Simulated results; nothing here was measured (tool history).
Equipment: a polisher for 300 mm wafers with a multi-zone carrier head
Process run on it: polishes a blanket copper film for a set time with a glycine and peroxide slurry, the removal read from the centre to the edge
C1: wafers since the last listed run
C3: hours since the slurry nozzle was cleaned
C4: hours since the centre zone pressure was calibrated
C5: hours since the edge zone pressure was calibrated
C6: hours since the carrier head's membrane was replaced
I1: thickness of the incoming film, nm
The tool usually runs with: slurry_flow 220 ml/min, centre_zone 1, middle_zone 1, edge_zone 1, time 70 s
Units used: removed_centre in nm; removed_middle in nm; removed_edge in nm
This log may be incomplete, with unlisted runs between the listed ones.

{"run": 1, "hour": 0.0, "slurry_flow": 220, "centre_zone": 1, "middle_zone": 1, "edge_zone": 1, "time": 83, "C1": 0, "wafers polished on this pad": 636, "C3": 70.5, "C4": 127.6, "C5": 1018.3, "C6": 52.6, "I1": 2057.8, "removed_centre": 515.1, "removed_middle": 534.6, "removed_edge": 538.3}
{"run": 2, "hour": 6.6, "slurry_flow": 280, "centre_zone": 1, "middle_zone": 1, "edge_zone": 1, "time": 49, "C1": 42, "wafers polished on this pad": 679, "C3": 77.1, "C4": 134.2, "C5": 1024.9, "C6": 59.2, "I1": 2090.8, "removed_centre": 311.2, "removed_middle": 315.6, "removed_edge": 322}
{"run": 3, "hour": 16.3, "slurry_flow": 220, "centre_zone": 1.05, "middle_zone": 0.91, "edge_zone": 1, "time": 70, "C1": 62, "wafers polished on this pad": 742, "C3": 86.8, "C4": 143.9, "C5": 1034.6, "C6": 68.9, "I1": 2112.9, "removed_centre": 452.4, "removed_middle": 412.8, "removed_edge": 452.2}
{"run": 4, "hour": 25.9, "slurry_flow": 220, "centre_zone": 1, "middle_zone": 1, "edge_zone": 1, "time": 70, "C1": 62, "wafers polished on this pad": 804, "C3": 96.4, "C4": 153.5, "C5": 1044.2, "C6": 78.5, "I1": 2111.6, "removed_centre": 426, "removed_middle": 433.3, "removed_edge": 457.7}
{"run": 5, "hour": 36.5, "slurry_flow": 220, "centre_zone": 1, "middle_zone": 1, "edge_zone": 1, "time": 77, "C1": 68, "wafers polished on this pad": 873, "C3": 107, "C4": 164.1, "C5": 1054.8, "C6": 89.1, "I1": 2081.5, "removed_centre": 467.1, "removed_middle": 480.8, "removed_edge": 492.2}
{"hour": 48.5, "done": "worn pad replaced by a new one"}
{"run": 6, "hour": 49.0, "slurry_flow": 220, "centre_zone": 1, "middle_zone": 1, "edge_zone": 1, "time": 70, "C1": 55, "wafers polished on this pad": 3, "C3": 119.5, "C4": 176.6, "C5": 1067.3, "C6": 101.6, "I1": 2082.5, "removed_centre": 468.8, "removed_middle": 466.5, "removed_edge": 491.8}
{"run": 7, "hour": 60.0, "slurry_flow": 220, "centre_zone": 1, "middle_zone": 1, "edge_zone": 0.93, "time": 70, "C1": 71, "wafers polished on this pad": 74, "C3": 130.5, "C4": 187.6, "C5": 1078.3, "C6": 112.6, "I1": 2083.1, "removed_centre": 464.2, "removed_middle": 461.3, "removed_edge": 467.6}
{"run": 8, "hour": 71.9, "slurry_flow": 155, "centre_zone": 1, "middle_zone": 1, "edge_zone": 0.92, "time": 70, "C1": 77, "wafers polished on this pad": 151, "C3": 142.4, "C4": 199.5, "C5": 1090.2, "C6": 124.5, "I1": 2095.1, "removed_centre": 443.3, "removed_middle": 458.8, "removed_edge": 454.4}
{"run": 9, "hour": 79.0, "slurry_flow": 160, "centre_zone": 1, "middle_zone": 1, "edge_zone": 0.96, "time": 92, "C1": 45, "wafers polished on this pad": 197, "C3": 149.5, "C4": 206.6, "C5": 1097.3, "C6": 131.6, "I1": 2049.6, "removed_centre": 578.9, "removed_middle": 608, "removed_edge": 599.3}
{"run": 10, "hour": 130.0, "slurry_flow": 250, "centre_zone": 1.08, "middle_zone": 1, "edge_zone": 1, "time": 70, "C1": 330, "wafers polished on this pad": 527, "C3": 200.5, "C4": 257.6, "C5": 1148.3, "C6": 182.6, "I1": 2065.9, "removed_centre": 480.4, "removed_middle": 456.3, "removed_edge": 470.7}
{"run": 11, "hour": 139.9, "slurry_flow": 255, "centre_zone": 1, "middle_zone": 1, "edge_zone": 1.05, "time": 70, "C1": 64, "wafers polished on this pad": 591, "C3": 210.4, "C4": 267.5, "C5": 1158.2, "C6": 192.5, "I1": 2060, "removed_centre": 441.7, "removed_middle": 461.8, "removed_edge": 478.9}
{"hour": 144.2, "done": "edge zone pressure recalibrated"}
{"run": 12, "hour": 150.5, "slurry_flow": 220, "centre_zone": 1.11, "middle_zone": 1, "edge_zone": 1, "time": 87, "C1": 55, "wafers polished on this pad": 647, "C3": 221, "C4": 278.1, "C5": 6.3, "C6": 203.1, "I1": 2091.9, "removed_centre": 605.9, "removed_middle": 572.4, "removed_edge": 570.7}
{"run": 13, "hour": 167.6, "slurry_flow": 220, "centre_zone": 1, "middle_zone": 1, "edge_zone": 1, "time": 77, "C1": 110, "wafers polished on this pad": 758, "C3": 238.1, "C4": 295.2, "C5": 23.4, "C6": 220.2, "I1": 2111.2, "removed_centre": 472.2, "removed_middle": 484.7, "removed_edge": 509.4}
{"hour": 177.5, "done": "worn pad replaced by a new one"}
{"run": 14, "hour": 181.9, "slurry_flow": 265, "centre_zone": 1, "middle_zone": 1.11, "edge_zone": 1, "time": 55, "C1": 66, "wafers polished on this pad": 28, "C3": 252.4, "C4": 309.5, "C5": 37.7, "C6": 234.5, "I1": 2111, "removed_centre": 360, "removed_middle": 408.3, "removed_edge": 378.4}
{"run": 15, "hour": 189.4, "slurry_flow": 270, "centre_zone": 1.07, "middle_zone": 1, "edge_zone": 1.06, "time": 92, "C1": 48, "wafers polished on this pad": 77, "C3": 259.9, "C4": 317, "C5": 45.2, "C6": 242, "I1": 2117.6, "removed_centre": 646, "removed_middle": 611.8, "removed_edge": 655.1}
{"run": 16, "hour": 222.4, "slurry_flow": 220, "centre_zone": 1, "middle_zone": 1, "edge_zone": 1, "time": 70, "C1": 213, "wafers polished on this pad": 290, "C3": 292.9, "C4": 350, "C5": 78.2, "C6": 275, "I1": 2098.6, "removed_centre": 443.1, "removed_middle": 467.9, "removed_edge": 467.2}
{"run": 17, "hour": 231.7, "slurry_flow": 220, "centre_zone": 1, "middle_zone": 1, "edge_zone": 1, "time": 70, "C1": 60, "wafers polished on this pad": 350, "C3": 302.2, "C4": 359.3, "C5": 87.5, "C6": 284.3, "I1": 2107.1, "removed_centre": 438.6, "removed_middle": 459.5, "removed_edge": 471.7}
{"run": 18, "hour": 240.3, "slurry_flow": 220, "centre_zone": 1, "middle_zone": 1.09, "edge_zone": 0.9, "time": 81, "C1": 55, "wafers polished on this pad": 406, "C3": 310.8, "C4": 367.9, "C5": 96.1, "C6": 292.9, "I1": 2120.9, "removed_centre": 512.5, "removed_middle": 556.9, "removed_edge": 510.3}
{"run": 19, "hour": 254.7, "slurry_flow": 245, "centre_zone": 1, "middle_zone": 1, "edge_zone": 0.94, "time": 70, "C1": 93, "wafers polished on this pad": 499, "C3": 325.2, "C4": 382.3, "C5": 110.5, "C6": 307.3, "I1": 2123, "removed_centre": 437.6, "removed_middle": 455.9, "removed_edge": 458.9}
{"run": 20, "hour": 269.2, "slurry_flow": 220, "centre_zone": 0.9, "middle_zone": 0.93, "edge_zone": 1, "time": 70, "C1": 93, "wafers polished on this pad": 593, "C3": 339.7, "C4": 396.8, "C5": 125, "C6": 321.8, "I1": 2099.8, "removed_centre": 385.2, "removed_middle": 417, "removed_edge": 462.6}

Run 21, settings as shown, results not yet in. Your forecast:
{"run": 21, "hour": 287.4, "slurry_flow": 220, "centre_zone": 0.9, "middle_zone": 1, "edge_zone": 1, "time": 64, "C1": 117, "wafers polished on this pad": 711, "C3": 357.9, "C4": 415, "C5": 143.2, "C6": 340, "I1": 2083.8, "removed_centre": "?", "removed_middle": "?", "removed_edge": "?"}

{"run 21": {"removed_centre": 350.6, "removed_middle": 401.9, "removed_edge": 416.4}}
With the hidden condition absent and the run-to-run variation left alone, this run would have shown removed_centre 388.2 nm, removed_middle 429.4 nm, removed_edge 445 nm.

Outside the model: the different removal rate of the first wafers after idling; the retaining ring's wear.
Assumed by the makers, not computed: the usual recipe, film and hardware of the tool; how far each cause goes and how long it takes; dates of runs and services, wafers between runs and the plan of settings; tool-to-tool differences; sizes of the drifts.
